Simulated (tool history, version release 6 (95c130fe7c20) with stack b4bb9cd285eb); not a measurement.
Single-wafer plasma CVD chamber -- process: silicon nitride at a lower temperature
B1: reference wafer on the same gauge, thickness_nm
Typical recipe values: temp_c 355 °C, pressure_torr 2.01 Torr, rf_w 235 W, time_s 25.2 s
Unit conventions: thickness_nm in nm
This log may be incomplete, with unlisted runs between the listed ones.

{"run": 1, "hour": 0.0, "temp_c": 355, "pressure_torr": 2.01, "rf_w": 235, "time_s": 25.2, "B1": 25.583, "thickness_nm": 27.277}
{"run": 2, "hour": 9.6, "temp_c": 355, "pressure_torr": 2.01, "rf_w": 235, "time_s": 28.6, "B1": 25.612, "thickness_nm": 30.806}
{"run": 3, "hour": 17.0, "temp_c": 355, "pressure_torr": 2.01, "rf_w": 235, "time_s": 28.6, "B1": 25.588, "thickness_nm": 30.709}
{"run": 4, "hour": 30.1, "temp_c": 355, "pressure_torr": 1.74, "rf_w": 260, "time_s": 25.2, "B1": 25.612, "thickness_nm": 27.883}
{"run": 5, "hour": 36.9, "temp_c": 355, "pressure_torr": 1.74, "rf_w": 260, "time_s": 25.2, "B1": 25.592, "thickness_nm": 27.712}
{"run": 6, "hour": 45.5, "temp_c": 355, "pressure_torr": 1.74, "rf_w": 260, "time_s": 25.2, "B1": 25.589, "thickness_nm": 27.748}
{"run": 7, "hour": 52.3, "temp_c": 355, "pressure_torr": 2.01, "rf_w": 235, "time_s": 25.2, "B1": 25.589, "thickness_nm": 27.302}
{"run": 8, "hour": 68.2, "temp_c": 355, "pressure_torr": 2.01, "rf_w": 235, "time_s": 25.2, "B1": 25.576, "thickness_nm": 27.1}
{"run": 9, "hour": 81.6, "temp_c": 355, "pressure_torr": 2.01, "rf_w": 235, "time_s": 25.2, "B1": 25.579, "thickness_nm": 27.117}
{"run": 10, "hour": 93.0, "temp_c": 355, "pressure_torr": 2.01, "rf_w": 235, "time_s": 25.2, "B1": 25.563, "thickness_nm": 26.969}
{"hour": 97.7, "done": "gauge calibrated"}
{"run": 11, "hour": 101.5, "temp_c": 355, "pressure_torr": 2.42, "rf_w": 235, "time_s": 25.2, "B1": 25.606, "thickness_nm": 28.273}
{"run": 12, "hour": 110.3, "temp_c": 363, "pressure_torr": 2.01, "rf_w": 255, "time_s": 21.5, "B1": 25.557, "thickness_nm": 24.23}
{"run": 13, "hour": 123.9, "temp_c": 355, "pressure_torr": 2.01, "rf_w": 210, "time_s": 25.2, "B1": 25.541, "thickness_nm": 24.709}
{"hour": 133.7, "done": "RF generator calibrated"}
{"run": 14, "hour": 136.8, "temp_c": 355, "pressure_torr": 2.15, "rf_w": 225, "time_s": 25.2, "B1": 25.596, "thickness_nm": 27.925}
{"hour": 165.2, "done": "showerhead replaced"}
{"run": 15, "hour": 174.5, "temp_c": 340, "pressure_torr": 2.01, "rf_w": 200, "time_s": 29.3, "B1": 25.618, "thickness_nm": 29.856}
{"hour": 186.6, "done": "capacitance manometer re-zeroed and calibrated"}
{"run": 16, "hour": 187.1, "temp_c": 355, "pressure_torr": 2.01, "rf_w": 235, "time_s": 25.2, "B1": 25.637, "thickness_nm": 28.349}
{"run": 17, "hour": 190.0, "temp_c": 355, "pressure_torr": 2.01, "rf_w": 235, "time_s": 25.2, "B1": 25.628, "thickness_nm": 28.238}
{"run": 18, "hour": 207.4, "temp_c": 340, "pressure_torr": 2.45, "rf_w": 260, "time_s": 25.2, "B1": 25.643, "thickness_nm": 31.817}
{"run": 19, "hour": 220.2, "temp_c": 355, "pressure_torr": 1.66, "rf_w": 235, "time_s": 25.2, "B1": 25.635, "thickness_nm": 26.639}
{"run": 20, "hour": 232.3, "temp_c": 355, "pressure_torr": 1.7, "rf_w": 235, "time_s": 27.1, "B1": 25.566, "thickness_nm": 29.026}
{"hour": 247.9, "done": "thermocouple changed; heater temperature recalibrated"}
{"run": 21, "hour": 248.4, "temp_c": 355, "pressure_torr": 2.01, "rf_w": 205, "time_s": 25.2, "B1": 25.617, "thickness_nm": 25.757}
{"run": 22, "hour": 255.0, "temp_c": 355, "pressure_torr": 2.14, "rf_w": 265, "time_s": 22.7, "B1": 25.567, "thickness_nm": 28.078}
{"run": 23, "hour": 270.0, "temp_c": 340, "pressure_torr": 1.54, "rf_w": 275, "time_s": 25.2, "B1": 25.531, "thickness_nm": 29.312}
{"run": 24, "hour": 285.9, "temp_c": 365, "pressure_torr": 2.01, "rf_w": 235, "time_s": 25.2, "B1": 25.592, "thickness_nm": 28.177}
{"run": 25, "hour": 303.0, "temp_c": 344, "pressure_torr": 2.27, "rf_w": 220, "time_s": 21.9, "B1": 25.606, "thickness_nm": 24.221}
{"run": 26, "hour": 319.4, "temp_c": 365, "pressure_torr": 2.01, "rf_w": 235, "time_s": 25.2, "B1": 25.583, "thickness_nm": 28.182}
{"run": 27, "hour": 330.9, "temp_c": 355, "pressure_torr": 1.59, "rf_w": 235, "time_s": 25.2, "B1": 25.593, "thickness_nm": 26.529}
{"run": 28, "hour": 338.0, "temp_c": 350, "pressure_torr": 2.01, "rf_w": 250, "time_s": 25.2, "B1": 25.597, "thickness_nm": 29.604}
{"run": 29, "hour": 350.7, "temp_c": 355, "pressure_torr": 2.01, "rf_w": 235, "time_s": 25.2, "B1": 25.585, "thickness_nm": 28.1}

4 ways to go on from here, each from the tool as it stands after run 29. What would each give?
{"run": "A", "hour": 351.1, "temp_c": 355, "pressure_torr": 2.01, "rf_w": 250, "time_s": 25.2, "B1": "?", "thickness_nm": "?"}
{"run": "B", "hour": 351.1, "temp_c": 350, "pressure_torr": 2.51, "rf_w": 215, "time_s": 28.4, "B1": "?", "thickness_nm": "?"}
{"run": "C", "hour": 351.1, "temp_c": 368, "pressure_torr": 2.01, "rf_w": 260, "time_s": 21.2, "B1": "?", "thickness_nm": "?"}
{"run": "D", "hour": 351.1, "temp_c": 359, "pressure_torr": 2.01, "rf_w": 235, "time_s": 25.2, "B1": "?", "thickness_nm": "?"}

run=A B1=25.599 thickness_nm=29.435
run=B B1=25.599 thickness_nm=31.782
run=C B1=25.599 thickness_nm=25.285
run=D B1=25.599 thickness_nm=28.234
Had the tool no hidden state, the same runs would have come out as:
run=A thickness_nm=29.545
run=B thickness_nm=31.906
run=C thickness_nm=25.379
run=D thickness_nm=28.34
